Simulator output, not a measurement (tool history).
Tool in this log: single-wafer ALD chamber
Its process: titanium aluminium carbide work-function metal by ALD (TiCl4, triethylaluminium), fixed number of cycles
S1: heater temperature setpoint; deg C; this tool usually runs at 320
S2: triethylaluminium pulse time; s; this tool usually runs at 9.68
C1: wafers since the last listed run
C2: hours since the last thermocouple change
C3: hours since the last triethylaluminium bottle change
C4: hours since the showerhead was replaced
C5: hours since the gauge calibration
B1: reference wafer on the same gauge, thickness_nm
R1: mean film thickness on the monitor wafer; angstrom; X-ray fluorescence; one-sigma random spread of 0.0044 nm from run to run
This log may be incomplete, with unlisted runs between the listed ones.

{"run": 1, "hour": 0.0, "S1": 320, "S2": 9.68, "C1": 0, "C2": 1906.5, "C3": 313.0, "C4": 3430.7, "C5": 741.7, "B1": 1.995, "R1": 20.11}
{"run": 2, "hour": 44.5, "S1": 320, "S2": 9.68, "C1": 683, "C2": 1951.0, "C3": 357.5, "C4": 3475.2, "C5": 786.2, "B1": 1.995, "R1": 20.23}
{"run": 3, "hour": 109.8, "S1": 320, "S2": 9.68, "C1": 1003, "C2": 2016.3, "C3": 422.8, "C4": 3540.5, "C5": 851.5, "B1": 1.995, "R1": 20.2}
{"run": 4, "hour": 181.8, "S1": 320, "S2": 9.68, "C1": 1106, "C2": 2088.3, "C3": 494.8, "C4": 3612.5, "C5": 923.5, "B1": 1.991, "R1": 20.11}
{"run": 5, "hour": 250.4, "S1": 320, "S2": 9.68, "C1": 1054, "C2": 2156.9, "C3": 563.4, "C4": 3681.1, "C5": 992.1, "B1": 1.992, "R1": 20.13}
{"run": 6, "hour": 308.7, "S1": 320, "S2": 9.68, "C1": 896, "C2": 2215.2, "C3": 621.7, "C4": 3739.4, "C5": 1050.4, "B1": 1.99, "R1": 20.18}
{"run": 7, "hour": 399.8, "S1": 320, "S2": 12.24, "C1": 1400, "C2": 2306.3, "C3": 712.8, "C4": 3830.5, "C5": 1141.5, "B1": 1.987, "R1": 20.59}
{"run": 8, "hour": 477.9, "S1": 320, "S2": 12.24, "C1": 1200, "C2": 2384.4, "C3": 790.9, "C4": 3908.6, "C5": 1219.6, "B1": 1.985, "R1": 20.55}
{"run": 9, "hour": 550.7, "S1": 320, "S2": 9.68, "C1": 1118, "C2": 2457.2, "C3": 863.7, "C4": 3981.4, "C5": 1292.4, "B1": 1.983, "R1": 19.97}
{"run": 10, "hour": 619.8, "S1": 320, "S2": 8.28, "C1": 1061, "C2": 2526.3, "C3": 932.8, "C4": 4050.5, "C5": 1361.5, "B1": 1.984, "R1": 19.58}
{"hour": 689.5, "done": "showerhead replaced"}
{"run": 11, "hour": 705.8, "S1": 320, "S2": 8.28, "C1": 1198, "C2": 2612.3, "C3": 1018.8, "C4": 16.3, "C5": 1447.5, "B1": 1.98, "R1": 19.51}
{"hour": 779.4, "done": "thermocouple changed; heater temperature recalibrated"}
{"run": 12, "hour": 783.0, "S1": 320, "S2": 8.28, "C1": 1063, "C2": 3.6, "C3": 1096.0, "C4": 93.5, "C5": 1524.7, "B1": 1.979, "R1": 19.4}
{"run": 13, "hour": 835.7, "S1": 320, "S2": 8.12, "C1": 809, "C2": 56.3, "C3": 1148.7, "C4": 146.2, "C5": 1577.4, "B1": 1.974, "R1": 19.3}
{"run": 14, "hour": 881.3, "S1": 320, "S2": 11.99, "C1": 700, "C2": 101.9, "C3": 1194.3, "C4": 191.8, "C5": 1623.0, "B1": 1.975, "R1": 20.47}
{"run": 15, "hour": 972.8, "S1": 306, "S2": 12.62, "C1": 1406, "C2": 193.4, "C3": 1285.8, "C4": 283.3, "C5": 1714.5, "B1": 1.97, "R1": 19.44}
{"run": 16, "hour": 1050.5, "S1": 309, "S2": 5.87, "C1": 1194, "C2": 271.1, "C3": 1363.5, "C4": 361.0, "C5": 1792.2, "B1": 1.966, "R1": 16.65}
{"run": 17, "hour": 1096.6, "S1": 316, "S2": 9.68, "C1": 708, "C2": 317.2, "C3": 1409.6, "C4": 407.1, "C5": 1838.3, "B1": 1.966, "R1": 19.71}
{"run": 18, "hour": 1163.7, "S1": 320, "S2": 9.68, "C1": 1031, "C2": 384.3, "C3": 1476.7, "C4": 474.2, "C5": 1905.4, "B1": 1.961, "R1": 19.86}
{"run": 19, "hour": 1268.5, "S1": 320, "S2": 7.26, "C1": 1610, "C2": 489.1, "C3": 1581.5, "C4": 579.0, "C5": 2010.2, "B1": 1.958, "R1": 18.58}
{"hour": 1318.2, "done": "triethylaluminium bottle replaced"}
{"run": 20, "hour": 1351.7, "S1": 320, "S2": 9.68, "C1": 1155, "C2": 572.3, "C3": 33.5, "C4": 662.2, "C5": 2093.4, "B1": 1.955, "R1": 19.74}
{"run": 21, "hour": 1430.4, "S1": 320, "S2": 9.68, "C1": 1209, "C2": 651.0, "C3": 112.2, "C4": 740.9, "C5": 2172.1, "B1": 1.948, "R1": 19.78}
{"hour": 1477.7, "done": "gauge calibrated"}
{"run": 22, "hour": 1487.2, "S1": 320, "S2": 9.68, "C1": 872, "C2": 707.8, "C3": 169.0, "C4": 797.7, "C5": 9.5, "B1": 2.01, "R1": 20.38}
{"run": 23, "hour": 1549.0, "S1": 320, "S2": 8.4, "C1": 949, "C2": 769.6, "C3": 230.8, "C4": 859.5, "C5": 71.3, "B1": 2.011, "R1": 19.81}
{"run": 24, "hour": 1642.3, "S1": 320, "S2": 11.19, "C1": 1433, "C2": 862.9, "C3": 324.1, "C4": 952.8, "C5": 164.6, "B1": 2.008, "R1": 20.73}
{"run": 25, "hour": 1697.9, "S1": 320, "S2": 11.72, "C1": 854, "C2": 918.5, "C3": 379.7, "C4": 1008.4, "C5": 220.2, "B1": 2.009, "R1": 20.67}
{"run": 26, "hour": 1793.9, "S1": 325, "S2": 6.28, "C1": 1475, "C2": 1014.5, "C3": 475.7, "C4": 1104.4, "C5": 316.2, "B1": 2.009, "R1": 18.55}
{"run": 27, "hour": 1894.6, "S1": 324, "S2": 11.74, "C1": 1547, "C2": 1115.2, "C3": 576.4, "C4": 1205.1, "C5": 416.9, "B1": 2.006, "R1": 20.99}

Hidden condition of the tool, last listed run before each entry between runs versus first listed run after:
After run 10, before run 11: showerhead replaced (hour 689.5)
  gauge reads high (%): -0.908 -> -1.04
  measured value less the no-hidden-state value, R1: -0.18 -> -0.21 angstrom
After run 11, before run 12: thermocouple changed; heater temperature recalibrated (hour 779.4)
  gauge reads high (%): -1.04 -> -1.17
  measured value less the no-hidden-state value, R1: -0.21 -> -0.23 angstrom
After run 19, before run 20: triethylaluminium bottle replaced (hour 1318.2)
  gauge reads high (%): -2.11 -> -2.3
  measured value less the no-hidden-state value, R1: -0.40 -> -0.46 angstrom
After run 21, before run 22: gauge calibrated (hour 1477.7)
  gauge reads high (%): -2.49 -> 0.463
  measured value less the no-hidden-state value, R1: -0.50 -> +0.09 angstrom

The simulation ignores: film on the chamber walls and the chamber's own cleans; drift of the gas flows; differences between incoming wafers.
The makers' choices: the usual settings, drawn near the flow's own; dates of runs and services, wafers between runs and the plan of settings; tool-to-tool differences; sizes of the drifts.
